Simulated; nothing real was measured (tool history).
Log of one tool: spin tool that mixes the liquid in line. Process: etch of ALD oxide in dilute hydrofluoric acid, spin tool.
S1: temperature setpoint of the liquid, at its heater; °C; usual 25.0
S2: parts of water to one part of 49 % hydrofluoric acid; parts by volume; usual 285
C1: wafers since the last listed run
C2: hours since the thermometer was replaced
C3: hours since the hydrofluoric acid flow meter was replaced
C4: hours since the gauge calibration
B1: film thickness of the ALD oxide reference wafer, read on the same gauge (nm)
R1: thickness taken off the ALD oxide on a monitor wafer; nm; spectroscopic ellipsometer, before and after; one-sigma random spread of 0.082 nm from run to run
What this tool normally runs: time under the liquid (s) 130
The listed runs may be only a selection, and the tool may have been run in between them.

Run 1, hour 0.0: usual settings but S1 22.0 °C; C1 0; C2 529.2; C3 474.9; C4 328.9; B1 150.01. Result: R1 10.41 nm.
Run 2, hour 65.8: usual settings but S1 22.0 °C; C1 433; C2 595.0; C3 540.7; C4 394.7; B1 150.03. Result: R1 10.48 nm.
Run 3, hour 114.0: usual settings but S1 22.0 °C; C1 317; C2 643.2; C3 588.9; C4 442.9; B1 150.03. Result: R1 10.31 nm.
Run 4, hour 184.0: usual settings but time under the liquid (s) 160; C1 460; C2 713.2; C3 658.9; C4 512.9; B1 149.98. Result: R1 14.39 nm.
Run 5, hour 237.8: usual settings but time under the liquid (s) 160; C1 354; C2 767.0; C3 712.7; C4 566.7; B1 150.01. Result: R1 14.36 nm.
At hour 271.1: thermometer replaced.
At hour 277.3: hydrofluoric acid flow meter replaced.
Run 6, hour 288.2: usual settings but time under the liquid (s) 160; C1 318; C2 17.1; C3 10.9; C4 617.1; B1 149.99. Result: R1 13.81 nm.
Run 7, hour 319.4: usual settings but S1 28.5 °C; C1 205; C2 48.3; C3 42.1; C4 648.3; B1 149.99. Result: R1 12.58 nm.
Run 8, hour 363.2: usual settings but S1 28.5 °C; C1 288; C2 92.1; C3 85.9; C4 692.1; B1 150.00. Result: R1 12.71 nm.
Run 9, hour 387.9: usual settings but S1 28.5 °C; C1 162; C2 116.8; C3 110.6; C4 716.8; B1 149.98. Result: R1 12.64 nm.
Run 10, hour 422.1: usual settings but S1 27.5 °C; C1 225; C2 151.0; C3 144.8; C4 751.0; B1 150.01. Result: R1 12.30 nm.
Run 11, hour 454.0: usual settings but S1 27.5 °C; C1 209; C2 182.9; C3 176.7; C4 782.9; B1 149.98. Result: R1 12.29 nm.
Run 12, hour 523.2: usual settings but S1 27.5 °C; C1 455; C2 252.1; C3 245.9; C4 852.1; B1 149.97. Result: R1 12.46 nm.
At hour 665.0: gauge calibrated.
Run 13, hour 734.8: usual settings but S2 335 parts by volume; C1 1392; C2 463.7; C3 457.5; C4 69.8; B1 150.04. Result: R1 9.32 nm.
Run 14, hour 797.5: usual settings but S1 22.0 °C, S2 320 parts by volume; C1 412; C2 526.4; C3 520.2; C4 132.5; B1 150.00. Result: R1 9.04 nm.
Run 15, hour 853.7: usual settings but S1 22.0 °C, S2 320 parts by volume; C1 369; C2 582.6; C3 576.4; C4 188.7; B1 150.01. Result: R1 9.06 nm.
Run 16, hour 901.5: usual settings but S2 200 parts by volume; C1 314; C2 630.4; C3 624.2; C4 236.5; B1 150.03. Result: R1 17.87 nm.
Run 17, hour 938.4: usual settings but S1 27.0 °C, S2 340 parts by volume; C1 242; C2 667.3; C3 661.1; C4 273.4; B1 149.99. Result: R1 9.79 nm.
Run 18, hour 983.1: usual settings but S1 21.0 °C; C1 294; C2 712.0; C3 705.8; C4 318.1; B1 150.00. Result: R1 10.08 nm.
Run 19, hour 1025.3: usual settings but S2 170 parts by volume, time under the liquid (s) 200; C1 277; C2 754.2; C3 748.0; C4 360.3; B1 149.98. Result: R1 33.67 nm.
At hour 1072.0: thermometer replaced.
Run 20, hour 1089.1: usual settings but S2 245 parts by volume, time under the liquid (s) 55; C1 413; C2 17.1; C3 811.8; C4 424.1; B1 150.00. Result: R1 6.16 nm.
At hour 1115.8: hydrofluoric acid flow meter replaced.
Run 21, hour 1130.4: usual settings; C1 265; C2 58.4; C3 14.6; C4 465.4; B1 150.00. Result: R1 12.02 nm.
Run 22, hour 1201.3: usual settings; C1 466; C2 129.3; C3 85.5; C4 536.3; B1 149.98. Result: R1 12.09 nm.
Run 23, hour 1259.7: usual settings but S1 28.5 °C; C1 384; C2 187.7; C3 143.9; C4 594.7; B1 150.01. Result: R1 13.56 nm.
Run 24, hour 1302.7: usual settings; C1 283; C2 230.7; C3 186.9; C4 637.7; B1 149.98. Result: R1 12.18 nm.
Run 25, hour 1361.1: usual settings but time under the liquid (s) 160; C1 384; C2 289.1; C3 245.3; C4 696.1; B1 149.99. Result: R1 15.09 nm.
At hour 1377.9: thermometer replaced, repeated, since the last time left the tool worse.
Run 26, hour 1426.5: usual settings but time under the liquid (s) 170; C1 423; C2 48.6; C3 310.7; C4 761.5; B1 150.00. Result: R1 14.85 nm.
Run 27, hour 1613.9: usual settings but time under the liquid (s) 190; C1 1233; C2 236.0; C3 498.1; C4 948.9; B1 150.00. Result: R1 16.62 nm.
Run 28, hour 1667.7: usual settings but S2 215 parts by volume; C1 354; C2 289.8; C3 551.9; C4 1002.7; B1 150.01. Result: R1 16.02 nm.
Run 29, hour 1739.3: usual settings; C1 471; C2 361.4; C3 623.5; C4 1074.3; B1 149.98. Result: R1 11.39 nm.
At hour 1775.8: hydrofluoric acid flow meter replaced.
At hour 1788.7: gauge calibrated.
Run 30, hour 1791.6: usual settings but S1 30.0 °C, S2 205 parts by volume, time under the liquid (s) 150; C1 337; C2 413.7; C3 15.8; C4 2.9; B1 149.98. Result: R1 23.86 nm.
Run 31, hour 1840.9: usual settings but S2 340 parts by volume, time under the liquid (s) 185; C1 324; C2 463.0; C3 65.1; C4 52.2; B1 149.99. Result: R1 12.82 nm.

Branching from run 31: 3 alternative next runs. What would each branch give?
Run A, hour 1841.4: usual settings; C1 3; C2 463.5; C3 65.6; C4 52.7; B1 ?. Result: R1 ?.
Run B, hour 1841.4: usual settings but time under the liquid (s) 85; C1 3; C2 463.5; C3 65.6; C4 52.7; B1 ?. Result: R1 ?.
Run C, hour 1841.4: usual settings but S1 21.5 °C, S2 330 parts by volume; C1 3; C2 463.5; C3 65.6; C4 52.7; B1 ?. Result: R1 ?.

run      B1     R1
  A  150.01  11.49
  B  150.01   7.51
  C  150.01   8.42
Without the tool's hidden state the same runs would have given:
run     R1
  A  11.22
  B   7.34
  C   8.22
